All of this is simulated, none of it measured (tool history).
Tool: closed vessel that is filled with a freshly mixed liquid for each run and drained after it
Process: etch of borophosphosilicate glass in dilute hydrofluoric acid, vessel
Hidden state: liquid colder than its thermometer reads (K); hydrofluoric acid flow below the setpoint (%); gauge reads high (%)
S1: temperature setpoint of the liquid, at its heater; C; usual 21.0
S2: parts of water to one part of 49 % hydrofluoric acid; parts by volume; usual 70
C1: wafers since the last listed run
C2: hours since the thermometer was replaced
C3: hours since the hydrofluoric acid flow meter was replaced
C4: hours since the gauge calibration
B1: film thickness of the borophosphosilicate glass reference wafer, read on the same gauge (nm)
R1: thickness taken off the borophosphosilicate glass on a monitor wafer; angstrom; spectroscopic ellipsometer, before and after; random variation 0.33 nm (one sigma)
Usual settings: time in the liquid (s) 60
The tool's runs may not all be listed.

run 1 hour=0.0 | S1=19.5 S2=70 time_in_the_liquid_(s)=60 | C1=0 C2=2973.1 C3=1276.9 C4=633.1 | B1=40.01 | R1=304.3
run 2 hour=7.1 | S1=21.0 S2=70 time_in_the_liquid_(s)=60 | C1=656 C2=2980.2 C3=1284.0 C4=640.2 | B1=40.02 | R1=326.0
-- hour=42.0 hydrofluoric acid flow meter replaced
run 3 hour=42.5 | S1=21.0 S2=70 time_in_the_liquid_(s)=60 | C1=3180 C2=3015.6 C3=0.5 C4=675.6 | B1=40.00 | R1=300.2
run 4 hour=57.2 | S1=21.0 S2=70 time_in_the_liquid_(s)=60 | C1=1359 C2=3030.3 C3=15.2 C4=690.3 | B1=40.03 | R1=299.6
run 5 hour=70.7 | S1=21.0 S2=70 time_in_the_liquid_(s)=60 | C1=1248 C2=3043.8 C3=28.7 C4=703.8 | B1=39.99 | R1=300.5
run 6 hour=76.8 | S1=21.0 S2=85 time_in_the_liquid_(s)=80 | C1=564 C2=3049.9 C3=34.8 C4=709.9 | B1=40.00 | R1=321.3
run 7 hour=83.9 | S1=21.0 S2=85 time_in_the_liquid_(s)=80 | C1=656 C2=3057.0 C3=41.9 C4=717.0 | B1=40.02 | R1=321.6
run 8 hour=97.2 | S1=24.5 S2=90 time_in_the_liquid_(s)=50 | C1=1229 C2=3070.3 C3=55.2 C4=730.3 | B1=39.99 | R1=215.1
run 9 hour=106.1 | S1=17.5 S2=100 time_in_the_liquid_(s)=70 | C1=822 C2=3079.2 C3=64.1 C4=739.2 | B1=40.01 | R1=203.5
run 10 hour=112.4 | S1=21.0 S2=95 time_in_the_liquid_(s)=95 | C1=582 C2=3085.5 C3=70.4 C4=745.5 | B1=40.02 | R1=331.3
run 11 hour=126.6 | S1=21.0 S2=50 time_in_the_liquid_(s)=30 | C1=1312 C2=3099.7 C3=84.6 C4=759.7 | B1=40.00 | R1=212.0
-- hour=128.6 hydrofluoric acid flow meter replaced, repeated, since the last time left the tool worse
run 12 hour=132.9 | S1=21.0 S2=70 time_in_the_liquid_(s)=60 | C1=490 C2=3106.0 C3=4.3 C4=766.0 | B1=40.03 | R1=355.0
-- hour=137.3 thermometer replaced
run 13 hour=144.4 | S1=24.5 S2=55 time_in_the_liquid_(s)=30 | C1=970 C2=7.1 C3=15.8 C4=777.5 | B1=39.99 | R1=263.0
-- hour=145.6 gauge calibrated
run 14 hour=161.4 | S1=21.0 S2=70 time_in_the_liquid_(s)=50 | C1=1571 C2=24.1 C3=32.8 C4=15.8 | B1=40.00 | R1=293.6
run 15 hour=175.2 | S1=17.0 S2=70 time_in_the_liquid_(s)=60 | C1=1276 C2=37.9 C3=46.6 C4=29.6 | B1=39.98 | R1=296.7
run 16 hour=186.6 | S1=21.0 S2=70 time_in_the_liquid_(s)=60 | C1=1054 C2=49.3 C3=58.0 C4=41.0 | B1=39.99 | R1=357.6
run 17 hour=196.5 | S1=17.0 S2=40 time_in_the_liquid_(s)=80 | C1=915 C2=59.2 C3=67.9 C4=50.9 | B1=39.99 | R1=702.8
run 18 hour=210.8 | S1=21.0 S2=70 time_in_the_liquid_(s)=60 | C1=1322 C2=73.5 C3=82.2 C4=65.2 | B1=39.98 | R1=351.5
run 19 hour=258.6 | S1=23.5 S2=100 time_in_the_liquid_(s)=95 | C1=4419 C2=121.3 C3=130.0 C4=113.0 | B1=40.02 | R1=417.4
run 20 hour=267.4 | S1=17.5 S2=70 time_in_the_liquid_(s)=60 | C1=813 C2=130.1 C3=138.8 C4=121.8 | B1=40.01 | R1=301.7
run 21 hour=276.9 | S1=21.0 S2=50 time_in_the_liquid_(s)=75 | C1=878 C2=139.6 C3=148.3 C4=131.3 | B1=40.01 | R1=622.1
run 22 hour=292.7 | S1=25.5 S2=55 time_in_the_liquid_(s)=60 | C1=1460 C2=155.4 C3=164.1 C4=147.1 | B1=40.02 | R1=537.2
run 23 hour=304.1 | S1=25.5 S2=70 time_in_the_liquid_(s)=85 | C1=1054 C2=166.8 C3=175.5 C4=158.5 | B1=40.00 | R1=592.4
run 24 hour=315.9 | S1=23.5 S2=70 time_in_the_liquid_(s)=60 | C1=1091 C2=178.6 C3=187.3 C4=170.3 | B1=40.01 | R1=391.5
run 25 hour=330.7 | S1=17.0 S2=90 time_in_the_liquid_(s)=60 | C1=1368 C2=193.4 C3=202.1 C4=185.1 | B1=39.99 | R1=221.2
run 26 hour=342.4 | S1=22.5 S2=35 time_in_the_liquid_(s)=40 | C1=1081 C2=205.1 C3=213.8 C4=196.8 | B1=40.01 | R1=517.2
run 27 hour=357.6 | S1=19.0 S2=55 time_in_the_liquid_(s)=85 | C1=1405 C2=220.3 C3=229.0 C4=212.0 | B1=39.99 | R1=586.5
run 28 hour=372.7 | S1=21.0 S2=70 time_in_the_liquid_(s)=70 | C1=1396 C2=235.4 C3=244.1 C4=227.1 | B1=39.99 | R1=408.9
run 29 hour=389.3 | S1=17.0 S2=80 time_in_the_liquid_(s)=30 | C1=1534 C2=252.0 C3=260.7 C4=243.7 | B1=40.00 | R1=128.6
run 30 hour=404.4 | S1=21.0 S2=70 time_in_the_liquid_(s)=60 | C1=1396 C2=267.1 C3=275.8 C4=258.8 | B1=39.98 | R1=351.7
run 31 hour=415.7 | S1=22.5 S2=70 time_in_the_liquid_(s)=85 | C1=1044 C2=278.4 C3=287.1 C4=270.1 | B1=39.98 | R1=520.4
run 32 hour=427.1 | S1=21.0 S2=70 time_in_the_liquid_(s)=60 | C1=1054 C2=289.8 C3=298.5 C4=281.5 | B1=39.99 | R1=348.9

Measured less the same run without the tool's hidden state. The same run-to-run variation is in both; the gauge's scatter may not be:
run=1 R1=-29.4
run=2 R1=-31.8
run=3 R1=-58.8
run=4 R1=-59.0
run=5 R1=-59.5
run=6 R1=-64.9
run=7 R1=-65.2
run=8 R1=-44.5
run=9 R1=-41.9
run=10 R1=-68.7
run=11 R1=-42.1
run=12 R1=-3.0
run=13 R1=-2.3
run=14 R1=-2.9
run=15 R1=-3.2
run=16 R1=-4.1
run=17 R1=-8.3
run=18 R1=-4.6
run=19 R1=-7.0
run=20 R1=-5.1
run=21 R1=-10.7
run=22 R1=-9.9
run=23 R1=-11.5
run=24 R1=-7.9
run=25 R1=-4.8
run=26 R1=-10.8
run=27 R1=-13.1
run=28 R1=-9.7
run=29 R1=-3.2
run=30 R1=-9.1
run=31 R1=-13.9
run=32 R1=-9.6

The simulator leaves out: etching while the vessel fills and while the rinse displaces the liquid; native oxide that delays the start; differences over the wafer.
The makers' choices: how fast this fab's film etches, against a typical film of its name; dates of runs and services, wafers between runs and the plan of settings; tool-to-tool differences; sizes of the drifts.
